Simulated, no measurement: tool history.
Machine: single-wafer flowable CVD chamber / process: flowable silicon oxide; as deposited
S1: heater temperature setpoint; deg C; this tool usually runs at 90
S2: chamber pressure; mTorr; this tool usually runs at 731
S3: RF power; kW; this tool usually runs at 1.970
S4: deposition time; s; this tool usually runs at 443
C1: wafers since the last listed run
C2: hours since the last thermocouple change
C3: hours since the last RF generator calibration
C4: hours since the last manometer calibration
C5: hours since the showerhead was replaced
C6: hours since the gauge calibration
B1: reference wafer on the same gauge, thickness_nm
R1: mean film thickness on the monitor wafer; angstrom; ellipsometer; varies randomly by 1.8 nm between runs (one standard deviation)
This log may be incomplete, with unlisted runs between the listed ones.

run	hour	S1	S2	S3	S4	C1	C2	C3	C4	C5	C6	B1	R1
1	0.0	90	731	1.970	443	0	1041.1	1036.6	720.3	2929.4	974.8	389.556	3341.25
# hour 24.2: gauge calibrated
2	55.8	90	731	1.970	443	295	1096.9	1092.4	776.1	2985.2	31.6	389.988	3369.58
3	91.8	90	731	1.970	443	190	1132.9	1128.4	812.1	3021.2	67.6	390.055	3382.26
4	126.7	90	731	1.970	443	184	1167.8	1163.3	847.0	3056.1	102.5	389.922	3357.99
5	154.8	90	731	1.970	443	148	1195.9	1191.4	875.1	3084.2	130.6	389.884	3414.00
6	216.5	90	731	1.970	443	326	1257.6	1253.1	936.8	3145.9	192.3	389.929	3408.92
7	286.6	90	731	1.970	443	370	1327.7	1323.2	1006.9	3216.0	262.4	390.209	3443.11
8	342.0	90	731	1.970	443	292	1383.1	1378.6	1062.3	3271.4	317.8	389.929	3429.09
# hour 365.4: capacitance manometer re-zeroed and calibrated
9	412.0	90	731	1.970	443	327	1453.1	1448.6	46.6	3341.4	387.8	389.858	3621.45
# hour 451.4: thermocouple changed; heater temperature recalibrated
10	451.9	90	731	1.970	443	168	0.5	1488.5	86.5	3381.3	427.7	389.973	3571.02
# hour 494.7: showerhead replaced
11	504.1	90	731	1.970	443	233	52.7	1540.7	138.7	9.4	479.9	389.671	3571.18
12	531.2	90	555	1.760	377	143	79.8	1567.8	165.8	36.5	507.0	389.895	2257.87
# hour 590.1: capacitance manometer re-zeroed and calibrated, repeated, since the last time left the tool worse
13	596.6	90	822	1.970	507	303	145.2	1633.2	6.5	101.9	572.4	390.184	4206.36
14	621.7	90	731	1.970	443	132	170.3	1658.3	31.6	127.0	597.5	390.317	3240.23
# hour 674.3: RF generator calibrated
15	674.8	90	731	1.970	443	238	223.4	0.5	84.7	180.1	650.6	390.078	3257.59
# hour 846.3: gauge calibrated
16	848.3	90	836	2.125	443	917	396.9	174.0	258.2	353.6	2.0	389.825	3773.15
17	919.6	90	822	1.970	507	377	468.2	245.3	329.5	424.9	73.3	390.024	4189.01
18	967.1	90	682	1.825	512	251	515.7	292.8	377.0	472.4	120.8	390.029	3470.70
19	1015.4	90	652	1.970	530	255	564.0	341.1	425.3	520.7	169.1	389.869	3501.91
20	1052.5	90	905	1.745	380	196	601.1	378.2	462.4	557.8	206.2	389.990	3433.99
21	1112.6	90	731	2.085	443	317	661.2	438.3	522.5	617.9	266.3	390.211	3369.81

Below are 5 alternative next runs, each starting from the tool's condition after run 21. Predict each:
A	1113.1	90	731	1.970	443	2	661.7	438.8	523.0	618.4	266.8	?	?
B	1113.1	90	731	2.185	443	2	661.7	438.8	523.0	618.4	266.8	?	?
C	1113.1	90	594	1.970	520	2	661.7	438.8	523.0	618.4	266.8	?	?
D	1113.1	90	598	1.810	521	2	661.7	438.8	523.0	618.4	266.8	?	?
E	1113.1	90	799	2.270	497	2	661.7	438.8	523.0	618.4	266.8	?	?

run	B1	R1
A	389.765	3306.34
B	389.765	3364.77
C	389.765	3161.40
D	389.765	3136.68
E	389.765	4148.65
Stripped of hidden state, with their random variation kept, the same runs would have yielded:
run	R1
A	3255.73
B	3313.27
C	3111.36
D	3087.03
E	4085.15
